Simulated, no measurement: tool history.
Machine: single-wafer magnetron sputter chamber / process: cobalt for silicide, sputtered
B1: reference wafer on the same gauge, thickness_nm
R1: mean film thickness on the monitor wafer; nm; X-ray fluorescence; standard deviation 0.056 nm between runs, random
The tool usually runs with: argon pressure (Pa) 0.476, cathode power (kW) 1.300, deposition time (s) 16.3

Run 1, hour 0.0: usual settings; B1 10.101. Result: R1 10.125 nm.
Run 2, hour 62.7: usual settings; B1 10.077. Result: R1 10.187 nm.
Run 3, hour 131.1: usual settings; B1 10.115. Result: R1 10.120 nm.
At hour 199.1: sputter target and shields replaced.
Run 4, hour 206.9: usual settings; B1 10.093. Result: R1 10.151 nm.
Run 5, hour 244.5: usual settings; B1 10.121. Result: R1 10.151 nm.
Run 6, hour 316.3: usual settings; B1 10.096. Result: R1 10.166 nm.
Run 7, hour 372.9: usual settings; B1 10.100. Result: R1 10.112 nm.
Run 8, hour 436.2: usual settings but cathode power (kW) 1.050; B1 10.095. Result: R1 8.113 nm.
Run 9, hour 492.1: usual settings; B1 10.104. Result: R1 10.138 nm.
At hour 511.7: magnet pack replaced.
Run 10, hour 637.5: usual settings; B1 10.110. Result: R1 10.155 nm.
Run 11, hour 688.2: usual settings; B1 10.070. Result: R1 10.189 nm.
Run 12, hour 729.0: usual settings; B1 10.085. Result: R1 10.108 nm.
Run 13, hour 813.1: usual settings; B1 10.122. Result: R1 10.252 nm.
Run 14, hour 854.7: usual settings but cathode power (kW) 1.400, deposition time (s) 19.5; B1 10.116. Result: R1 13.191 nm.
At hour 913.0: sputter target and shields replaced.
At hour 913.1: gauge calibrated.
Run 15, hour 913.5: usual settings; B1 10.114. Result: R1 10.341 nm.
Run 16, hour 1019.8: usual settings but argon pressure (Pa) 0.323; B1 10.103. Result: R1 10.695 nm.
Run 17, hour 1110.1: usual settings but cathode power (kW) 0.950, deposition time (s) 13.7; B1 10.067. Result: R1 6.281 nm.
Run 18, hour 1212.1: usual settings but argon pressure (Pa) 0.388, deposition time (s) 14.6; B1 10.098. Result: R1 9.529 nm.
At hour 1282.4: capacitance manometer re-zeroed and calibrated.
Run 19, hour 1283.7: usual settings but cathode power (kW) 1.600; B1 10.109. Result: R1 12.435 nm.
Run 20, hour 1334.4: usual settings; B1 10.128. Result: R1 10.020 nm.
Run 21, hour 1386.4: usual settings but cathode power (kW) 1.600, deposition time (s) 14.4; B1 10.091. Result: R1 10.986 nm.
Run 22, hour 1490.2: usual settings but deposition time (s) 19.1; B1 10.081. Result: R1 11.740 nm.
Run 23, hour 1528.8: usual settings but cathode power (kW) 1.000; B1 10.102. Result: R1 7.739 nm.
Run 24, hour 1572.2: usual settings but argon pressure (Pa) 0.397, cathode power (kW) 1.600, deposition time (s) 14.4; B1 10.093. Result: R1 11.240 nm.
At hour 1587.5: sputter target and shields replaced.
Run 25, hour 1640.1: usual settings but argon pressure (Pa) 0.304, cathode power (kW) 1.100, deposition time (s) 19.2; B1 10.094. Result: R1 10.549 nm.
Run 26, hour 1702.5: usual settings but deposition time (s) 13.1; B1 10.088. Result: R1 8.102 nm.
Run 27, hour 1776.0: usual settings; B1 10.118. Result: R1 10.028 nm.
Run 28, hour 1876.4: usual settings but cathode power (kW) 1.400, deposition time (s) 15.2; B1 10.095. Result: R1 10.062 nm.
Run 29, hour 1961.1: usual settings but argon pressure (Pa) 0.335; B1 10.101. Result: R1 10.588 nm.
Run 30, hour 2013.4: usual settings but cathode power (kW) 1.600, deposition time (s) 14.4; B1 10.079. Result: R1 10.970 nm.
Run 31, hour 2082.5: usual settings but deposition time (s) 19.1; B1 10.075. Result: R1 11.875 nm.
Run 32, hour 2179.3: usual settings but argon pressure (Pa) 0.577, cathode power (kW) 1.450, deposition time (s) 14.1; B1 10.108. Result: R1 9.403 nm.
Run 33, hour 2251.0: usual settings; B1 10.099. Result: R1 10.035 nm.
At hour 2288.9: sputter target and shields replaced.
Run 34, hour 2388.4: usual settings but cathode power (kW) 1.550; B1 10.072. Result: R1 11.994 nm.

Here are 5 independent what-if runs from the current tool condition. What would each one return?
Run A, hour 2388.8: usual settings but deposition time (s) 18.0; B1 ?. Result: R1 ?.
Run B, hour 2388.8: usual settings but argon pressure (Pa) 0.307, cathode power (kW) 1.600, deposition time (s) 13.7; B1 ?. Result: R1 ?.
Run C, hour 2388.8: usual settings but deposition time (s) 17.6; B1 ?. Result: R1 ?.
Run D, hour 2388.8: usual settings but cathode power (kW) 1.000, deposition time (s) 15.2; B1 ?. Result: R1 ?.
Run E, hour 2388.8: usual settings but argon pressure (Pa) 0.657, cathode power (kW) 1.500, deposition time (s) 19.4; B1 ?. Result: R1 ?.

run      B1      R1
  A  10.085  11.244
  B  10.085  11.094
  C  10.085  10.994
  D  10.085   7.304
  E  10.085  13.240
Without the tool's hidden state the same runs would have given:
run      R1
  A  11.190
  B  11.060
  C  10.941
  D   7.269
  E  13.154
